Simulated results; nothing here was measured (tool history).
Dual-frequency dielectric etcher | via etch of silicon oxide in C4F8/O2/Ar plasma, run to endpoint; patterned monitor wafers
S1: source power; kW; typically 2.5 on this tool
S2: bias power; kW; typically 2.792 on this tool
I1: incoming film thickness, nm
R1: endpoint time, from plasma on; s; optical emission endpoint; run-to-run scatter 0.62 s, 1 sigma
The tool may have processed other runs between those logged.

run 1 hour=0 | S1=2.05 S2=2.792 | I1=1274 | R1=218.2
run 2 hour=16.5 | S1=2.5 S2=2.792 | I1=1263.1 | R1=205.5
run 3 hour=39.9 | S1=2.33 S2=3.25 | I1=1271.6 | R1=204.1
run 4 hour=68 | S1=2.33 S2=3.25 | I1=1271.8 | R1=204.3
run 5 hour=97.4 | S1=2.5 S2=2.792 | I1=1258.5 | R1=205.3
run 6 hour=114.3 | S1=2.5 S2=2.792 | I1=1271.1 | R1=206.8
run 7 hour=133.8 | S1=2.5 S2=2.792 | I1=1260.1 | R1=206.4
run 8 hour=149.2 | S1=2.37 S2=2.792 | I1=1274.5 | R1=212
run 9 hour=163.7 | S1=2.37 S2=2.792 | I1=1263.4 | R1=209.9
run 10 hour=176.4 | S1=2.68 S2=3.263 | I1=1278.8 | R1=198.2
run 11 hour=209.6 | S1=2.68 S2=3.263 | I1=1262.1 | R1=196.1
run 12 hour=223.3 | S1=2.68 S2=3.263 | I1=1264.1 | R1=196.3
run 13 hour=251.2 | S1=2.21 S2=2.792 | I1=1274.6 | R1=219.6
run 14 hour=291.3 | S1=2.21 S2=2.792 | I1=1271.5 | R1=218.7
run 15 hour=306.4 | S1=2.5 S2=2.792 | I1=1272.3 | R1=211
run 16 hour=318.8 | S1=3.01 S2=3.333 | I1=1264.8 | R1=189.7
run 17 hour=338.1 | S1=2.78 S2=2.792 | I1=1263.1 | R1=203.2
run 18 hour=367.2 | S1=2.72 S2=2.096 | I1=1267.5 | R1=216.4
-- hour=375.8 source power generator calibrated
run 19 hour=393 | S1=2.82 S2=3.214 | I1=1261.6 | R1=194.9
run 20 hour=411.1 | S1=2.32 S2=2.425 | I1=1256.4 | R1=220.4
run 21 hour=431.2 | S1=2.5 S2=3.358 | I1=1268.6 | R1=202.3
run 22 hour=458.6 | S1=2.5 S2=2.792 | I1=1255.7 | R1=208.9
-- hour=487.1 upper electrode replaced
-- hour=491.8 wet clean of the chamber
run 23 hour=492.3 | S1=2.92 S2=3.087 | I1=1264.4 | R1=190.2
run 24 hour=504.9 | S1=1.91 S2=2.997 | I1=1286.6 | R1=222.8
run 25 hour=524.8 | S1=2.78 S2=3.251 | I1=1267.6 | R1=192
run 26 hour=538.7 | S1=3.02 S2=2.792 | I1=1265 | R1=193.2
run 27 hour=558.6 | S1=2.95 S2=3.37 | I1=1259 | R1=185
run 28 hour=585.9 | S1=2.89 S2=3.117 | I1=1264.8 | R1=191.7
run 29 hour=618.8 | S1=2.17 S2=3.077 | I1=1271 | R1=211.6
-- hour=629 bias power generator calibrated
run 30 hour=650.5 | S1=2.5 S2=2.792 | I1=1270.8 | R1=208.1
run 31 hour=681.8 | S1=3.11 S2=3.227 | I1=1269.7 | R1=187.8
run 32 hour=712.2 | S1=2.33 S2=3.25 | I1=1261.7 | R1=204
run 33 hour=819.7 | S1=2.5 S2=2.792 | I1=1258.7 | R1=206.3
run 34 hour=832.8 | S1=2.5 S2=3.016 | I1=1257.7 | R1=205

5 options for the next run, each taken on its own from the tool as it stands now. Forecast them:
run A hour=833.3 | S1=2.5 S2=2.792 | I1=1263.9 | R1=?
run B hour=833.3 | S1=2.06 S2=2.253 | I1=1263.9 | R1=?
run C hour=833.3 | S1=2.18 S2=2.387 | I1=1263.9 | R1=?
run D hour=833.3 | S1=2.21 S2=2.248 | I1=1263.9 | R1=?
run E hour=833.3 | S1=2.86 S2=3.044 | I1=1263.9 | R1=?

run=A R1=208.4
run=B R1=230.7
run=C R1=224.3
run=D R1=226.1
run=E R1=196.2
Without the tool's unlogged condition, the same runs would have read:
run=A R1=205.1
run=B R1=227
run=C R1=220.7
run=D R1=222.4
run=E R1=193
